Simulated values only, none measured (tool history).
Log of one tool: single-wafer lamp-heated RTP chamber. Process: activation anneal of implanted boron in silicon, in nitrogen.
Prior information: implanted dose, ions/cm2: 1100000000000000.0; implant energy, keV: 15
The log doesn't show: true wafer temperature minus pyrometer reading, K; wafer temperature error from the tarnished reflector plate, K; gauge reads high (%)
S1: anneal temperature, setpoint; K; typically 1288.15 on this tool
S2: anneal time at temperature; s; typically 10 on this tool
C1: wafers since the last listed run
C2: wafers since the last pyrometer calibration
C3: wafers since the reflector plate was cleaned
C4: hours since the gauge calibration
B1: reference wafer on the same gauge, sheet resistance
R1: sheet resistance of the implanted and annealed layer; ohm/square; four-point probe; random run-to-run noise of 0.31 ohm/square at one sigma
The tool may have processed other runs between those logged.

| run | hour | S1 | S2 | C1 | C2 | C3 | C4 | B1 | R1 |
|---|---|---|---|---|---|---|---|---|---|
| 1 | 0.0 | 1288.15 | 10 | 0 | 4003 | 9748 | 861.9 | 126.03 | 107.36 |
|  | 2.3 | reflector plate cleaned |
| 2 | 30.5 | 1288.15 | 10 | 493 | 4497 | 493 | 892.4 | 126.03 | 107.43 |
| 3 | 59.1 | 1275.15 | 10 | 500 | 4997 | 993 | 921.0 | 126.11 | 109.37 |
|  | 74.6 | pyrometer window cleaned and pyrometer calibrated |
| 4 | 115.8 | 1275.15 | 10 | 851 | 720 | 1845 | 977.7 | 126.00 | 110.59 |
| 5 | 165.5 | 1275.15 | 10 | 869 | 1589 | 2714 | 1027.4 | 126.04 | 109.40 |
| 6 | 229.3 | 1288.15 | 10 | 1116 | 2706 | 3830 | 1091.2 | 125.90 | 106.58 |
|  | 358.1 | pyrometer window cleaned and pyrometer calibrated |
| 7 | 387.3 | 1288.15 | 10 | 2624 | 510 | 6455 | 1249.2 | 126.06 | 107.36 |
| 8 | 423.9 | 1288.15 | 10 | 640 | 1150 | 7095 | 1285.8 | 126.04 | 107.04 |
| 9 | 479.0 | 1288.15 | 6 | 963 | 2114 | 8059 | 1340.9 | 126.06 | 107.54 |
| 10 | 518.0 | 1267.15 | 10 | 682 | 2796 | 8741 | 1379.9 | 126.09 | 110.52 |
| 11 | 555.2 | 1267.15 | 10 | 650 | 3447 | 9392 | 1417.1 | 125.97 | 109.66 |
|  | 574.1 | reflector plate cleaned |
| 12 | 587.7 | 1267.15 | 10 | 428 | 3876 | 238 | 1449.6 | 126.05 | 111.61 |
| 13 | 624.5 | 1288.15 | 10 | 643 | 4519 | 882 | 1486.4 | 126.04 | 106.83 |
|  | 633.3 | gauge calibrated |
|  | 670.7 | pyrometer window cleaned and pyrometer calibrated |
| 14 | 689.5 | 1288.15 | 10 | 997 | 329 | 1879 | 56.2 | 126.03 | 108.91 |
| 15 | 754.1 | 1312.15 | 13 | 1130 | 1459 | 3009 | 120.8 | 126.08 | 105.19 |
| 16 | 793.8 | 1273.15 | 12 | 694 | 2153 | 3703 | 160.5 | 126.09 | 108.95 |
| 17 | 853.1 | 1288.15 | 10 | 1037 | 3191 | 4741 | 219.8 | 126.03 | 106.90 |
| 18 | 899.2 | 1298.15 | 7 | 806 | 3997 | 5547 | 265.9 | 126.01 | 106.45 |
| 19 | 938.7 | 1275.15 | 12 | 690 | 4688 | 6238 | 305.4 | 126.03 | 107.57 |
|  | 971.4 | pyrometer window cleaned and pyrometer calibrated |
| 20 | 1052.4 | 1310.15 | 5 | 1849 | 1417 | 8087 | 419.1 | 125.97 | 105.18 |
|  | 1208.3 | reflector plate cleaned |
| 21 | 1222.1 | 1306.15 | 5 | 2828 | 4245 | 241 | 588.8 | 126.01 | 106.41 |
|  | 1256.1 | pyrometer window cleaned and pyrometer calibrated |
| 22 | 1256.6 | 1288.15 | 10 | 463 | 8 | 705 | 623.3 | 126.03 | 109.43 |
| 23 | 1307.9 | 1259.15 | 10 | 897 | 905 | 1602 | 674.6 | 126.09 | 116.44 |
| 24 | 1356.9 | 1275.15 | 10 | 857 | 1763 | 2460 | 723.6 | 125.95 | 109.35 |
| 25 | 1392.3 | 1299.15 | 7 | 619 | 2382 | 3079 | 759.0 | 126.07 | 106.61 |
| 26 | 1416.7 | 1261.15 | 15 | 426 | 2809 | 3506 | 783.4 | 126.16 | 111.47 |
| 27 | 1482.3 | 1264.15 | 10 | 1147 | 3956 | 4653 | 849.0 | 125.90 | 110.50 |
|  | 1533.0 | pyrometer window cleaned and pyrometer calibrated |
| 28 | 1533.5 | 1263.15 | 15 | 755 | 8 | 5409 | 900.2 | 125.89 | 113.01 |
| 29 | 1584.3 | 1288.15 | 10 | 888 | 896 | 6298 | 951.0 | 125.96 | 107.42 |
| 30 | 1611.4 | 1288.15 | 10 | 474 | 1371 | 6772 | 978.1 | 125.92 | 106.87 |

Branching from run 30: 5 alternative next runs. What would each branch give?
| A | 1611.8 | 1288.15 | 5 | 6 | 1378 | 6779 | 978.5 | ? | ? |
| B | 1611.8 | 1278.15 | 5 | 6 | 1378 | 6779 | 978.5 | ? | ? |
| C | 1611.8 | 1317.15 | 4 | 6 | 1378 | 6779 | 978.5 | ? | ? |
| D | 1611.8 | 1299.15 | 15 | 6 | 1378 | 6779 | 978.5 | ? | ? |
| E | 1611.8 | 1305.15 | 6 | 6 | 1378 | 6779 | 978.5 | ? | ? |

| run | B1 | R1 |
|---|---|---|
| A | 125.97 | 107.60 |
| B | 125.97 | 109.52 |
| C | 125.97 | 105.03 |
| D | 125.97 | 104.72 |
| E | 125.97 | 105.42 |
Without the tool's hidden state the same runs would have given:
| run | R1 |
|---|---|
| A | 111.15 |
| B | 114.47 |
| C | 106.20 |
| D | 106.47 |
| E | 107.24 |

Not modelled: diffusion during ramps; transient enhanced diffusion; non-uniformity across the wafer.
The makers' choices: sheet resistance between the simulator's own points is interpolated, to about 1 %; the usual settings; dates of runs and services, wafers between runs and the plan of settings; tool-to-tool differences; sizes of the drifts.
